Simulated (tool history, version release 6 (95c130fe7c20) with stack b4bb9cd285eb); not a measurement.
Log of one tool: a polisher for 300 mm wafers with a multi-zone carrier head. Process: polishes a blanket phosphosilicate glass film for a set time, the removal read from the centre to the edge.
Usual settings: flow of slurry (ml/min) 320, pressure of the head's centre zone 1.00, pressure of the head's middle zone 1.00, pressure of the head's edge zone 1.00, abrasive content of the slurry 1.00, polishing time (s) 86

run	hour	flow of slurry (ml/min)	pressure of the head's centre zone	pressure of the head's middle zone	pressure of the head's edge zone	abrasive content of the slurry	polishing time (s)	incoming thickness of the incoming film, nm	film removed at the wafer's centre (Å)	film removed at mid-radius (Å)	film removed at the wafer's edge (Å)
1	0.0	320	1.00	1.00	1.00	1.00	86	4039.3	3707	4212	4060
2	65.3	220	1.10	1.00	1.00	0.75	86	4153.4	3612	3706	3715
# hour 102.7: centre zone pressure recalibrated, repeated, since the last time left the tool worse
3	123.1	320	1.00	1.00	1.00	1.00	106	4133.7	5290	5065	5059
4	174.4	210	1.00	1.00	1.00	0.90	86	4006.5	3928	3914	3854
5	268.7	320	1.11	1.00	1.00	1.00	86	4131.4	4746	4146	4107
# hour 279.8: slurry nozzle cleaned
6	326.5	320	1.05	1.00	1.00	1.00	86	4075.1	4345	4271	4109
7	404.2	320	1.00	1.00	1.00	1.00	86	4142.4	4214	4199	4128
8	445.3	320	1.00	1.00	1.00	1.00	86	4166.1	4311	4215	4100
9	511.2	270	1.00	1.00	0.89	1.15	109	4006.8	5433	5366	5058
# hour 566.5: worn pad replaced by a new one
# hour 584.8: carrier head's membrane replaced by a new one
10	599.9	215	1.00	1.00	1.00	1.00	86	4144.4	4042	3921	4027
11	680.2	320	1.00	1.00	1.00	1.00	86	4021.0	4357	4123	4086
12	773.3	405	1.00	1.00	1.00	1.20	109	4124.1	5642	5747	5583
# hour 786.8: edge zone pressure recalibrated
13	863.4	320	1.00	1.00	1.00	1.00	86	4062.1	4334	4113	4134
# hour 910.5: slurry nozzle cleaned
14	923.9	360	1.00	1.00	1.00	1.10	67	4094.5	3583	3361	3326
15	1181.0	320	1.00	1.00	1.00	1.00	86	4094.6	4319	4166	4109
# hour 1230.3: worn pad replaced by a new one
16	1274.5	360	1.00	1.00	1.00	1.10	67	4027.9	3508	3326	3287
# hour 1325.5: centre zone pressure recalibrated
17	1366.4	320	1.00	1.00	1.00	0.80	86	4062.9	3908	3908	3959
# hour 1429.4: carrier head's membrane replaced by a new one
18	1456.7	320	1.00	1.00	1.00	1.00	86	4078.8	4273	4172	4087
19	1515.2	320	1.08	1.00	1.00	0.85	86	4079.9	4481	4023	3992
# hour 1523.6: slurry nozzle cleaned
# hour 1538.9: edge zone pressure recalibrated
20	1558.7	285	1.00	1.08	1.00	1.00	97	4071.3	4801	4994	4610

Forecast each of these 5 alternatives for the next run:
A	1559.2	320	1.00	1.00	1.00	0.90	86	4036.9	?	?	?
B	1559.2	350	1.00	1.08	1.00	1.00	86	4036.9	?	?	?
C	1559.2	320	0.89	1.00	0.92	1.00	86	4036.9	?	?	?
D	1559.2	320	1.00	1.00	1.00	1.15	59	4036.9	?	?	?
E	1559.2	320	1.00	1.12	1.00	1.00	86	4036.9	?	?	?

run	film removed at the wafer's centre (Å)	film removed at mid-radius (Å)	film removed at the wafer's edge (Å)
A	4133	4137	4041
B	4274	4560	4160
C	3763	4239	3978
D	2999	3001	2932
E	4236	4666	4131
Without the tool's hidden state the same runs would have given:
run	film removed at the wafer's centre (Å)	film removed at mid-radius (Å)	film removed at the wafer's edge (Å)
A	4158	4137	4041
B	4299	4560	4160
C	3785	4239	3978
D	3016	3001	2932
E	4261	4665	4131
